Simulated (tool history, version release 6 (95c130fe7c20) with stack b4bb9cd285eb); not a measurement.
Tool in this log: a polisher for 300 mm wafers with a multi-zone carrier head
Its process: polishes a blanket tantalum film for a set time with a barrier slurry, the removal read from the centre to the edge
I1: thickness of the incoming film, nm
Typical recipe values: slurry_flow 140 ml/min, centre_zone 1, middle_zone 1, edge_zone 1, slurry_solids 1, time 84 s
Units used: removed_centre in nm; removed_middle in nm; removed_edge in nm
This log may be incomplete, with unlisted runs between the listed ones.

Run 1, hour 0: usual settings; I1 442.7. Result: removed_centre 91.8 nm, removed_middle 93.6 nm, removed_edge 90 nm.
Run 2, hour 24.9: usual settings; I1 438.4. Result: removed_centre 89.3 nm, removed_middle 91.4 nm, removed_edge 87.6 nm.
Run 3, hour 42.9: usual settings; I1 445.9. Result: removed_centre 87.7 nm, removed_middle 86 nm, removed_edge 87.1 nm.
At hour 53.6: worn pad replaced by a new one.
Run 4, hour 149.8: usual settings; I1 439. Result: removed_centre 89.5 nm, removed_middle 90.3 nm, removed_edge 87.5 nm.
Run 5, hour 183.4: usual settings but middle_zone 1.03; I1 440.4. Result: removed_centre 87.8 nm, removed_middle 88.6 nm, removed_edge 85.3 nm.
Run 6, hour 198.7: usual settings but middle_zone 1.03; I1 442.4. Result: removed_centre 84 nm, removed_middle 85.5 nm, removed_edge 85.4 nm.
At hour 220.2: worn pad replaced by a new one.
Run 7, hour 232.8: usual settings but slurry_solids 0.8; I1 430.5. Result: removed_centre 89 nm, removed_middle 88.8 nm, removed_edge 92.4 nm.
Run 8, hour 250: usual settings but slurry_solids 0.8; I1 444.9. Result: removed_centre 87.4 nm, removed_middle 85.5 nm, removed_edge 87.8 nm.
Run 9, hour 284: usual settings but slurry_flow 170 ml/min, centre_zone 0.94, time 69 s; I1 438.3. Result: removed_centre 71.2 nm, removed_middle 75.1 nm, removed_edge 77.4 nm.
Run 10, hour 303.4: usual settings; I1 441.6. Result: removed_centre 88.3 nm, removed_middle 83.9 nm, removed_edge 87.6 nm.
At hour 311.2: edge zone pressure recalibrated.
Run 11, hour 329.6: usual settings but slurry_flow 175 ml/min, centre_zone 0.91, slurry_solids 1.15, time 66 s; I1 441.4. Result: removed_centre 66.3 nm, removed_middle 72.5 nm, removed_edge 72.3 nm.
At hour 348.1: slurry nozzle cleaned.
At hour 350.7: worn pad replaced by a new one.
Run 12, hour 359.6: usual settings but slurry_flow 160 ml/min, slurry_solids 1.15; I1 435.1. Result: removed_centre 108.9 nm, removed_middle 107.4 nm, removed_edge 106.8 nm.
Run 13, hour 377.6: usual settings but middle_zone 1.04, slurry_solids 0.7; I1 436.5. Result: removed_centre 91.6 nm, removed_middle 95.1 nm, removed_edge 88.1 nm.
At hour 387.9: centre zone pressure recalibrated.
Run 14, hour 390.9: usual settings; I1 442.2. Result: removed_centre 98.8 nm, removed_middle 96.5 nm, removed_edge 96.5 nm.
Run 15, hour 404.1: usual settings; I1 438.8. Result: removed_centre 97.2 nm, removed_middle 95.3 nm, removed_edge 96.5 nm.
Run 16, hour 421.2: usual settings but slurry_flow 185 ml/min; I1 440.8. Result: removed_centre 101.1 nm, removed_middle 99.9 nm, removed_edge 98.6 nm.
At hour 431.9: carrier head's membrane replaced by a new one.
Run 17, hour 442.4: usual settings but slurry_flow 165 ml/min; I1 447.6. Result: removed_centre 99.6 nm, removed_middle 98.4 nm, removed_edge 94.8 nm.
At hour 506.1: worn pad replaced by a new one.
Run 18, hour 547.5: usual settings but slurry_flow 165 ml/min, edge_zone 1.05, slurry_solids 0.85; I1 440.7. Result: removed_centre 98.1 nm, removed_middle 93.3 nm, removed_edge 94.9 nm.
Run 19, hour 567.4: usual settings but slurry_flow 155 ml/min, edge_zone 1.07, slurry_solids 0.9; I1 439.7. Result: removed_centre 92.7 nm, removed_middle 91.3 nm, removed_edge 95.3 nm.
Run 20, hour 584.3: usual settings but slurry_flow 155 ml/min, centre_zone 0.92, edge_zone 1.04, slurry_solids 0.8; I1 437.4. Result: removed_centre 84.6 nm, removed_middle 89.2 nm, removed_edge 90.6 nm.
Run 21, hour 616.2: usual settings but middle_zone 0.92, time 110 s; I1 443.4. Result: removed_centre 117.3 nm, removed_middle 105 nm, removed_edge 116.2 nm.

Each row is a separate what-if for the run after 21, all from the same tool condition, not one after another. Results?
Run A, hour 616.7: usual settings but middle_zone 0.92; I1 435.1. Result: removed_centre ?, removed_middle ?, removed_edge ?.
Run B, hour 616.7: usual settings but slurry_flow 125 ml/min, centre_zone 0.9, middle_zone 0.94; I1 435.1. Result: removed_centre ?, removed_middle ?, removed_edge ?.
Run C, hour 616.7: usual settings but edge_zone 1.06, slurry_solids 1.25; I1 435.1. Result: removed_centre ?, removed_middle ?, removed_edge ?.
Run D, hour 616.7: usual settings but middle_zone 0.95, time 94 s; I1 435.1. Result: removed_centre ?, removed_middle ?, removed_edge ?.

run  removed_centre  removed_middle  removed_edge
  A            87.8            80.9          87.5
  B            76.1            79.8          85.5
  C            92.6            91.4          94.7
  D            98.3              93          97.8
With the hidden condition removed and each run's random variation left untouched, the same runs would have given:
run  removed_centre  removed_middle  removed_edge
  A             103            94.4         100.6
  B            89.8            93.5          98.7
  C           108.6           106.6           109
  D           115.3           108.5         112.6
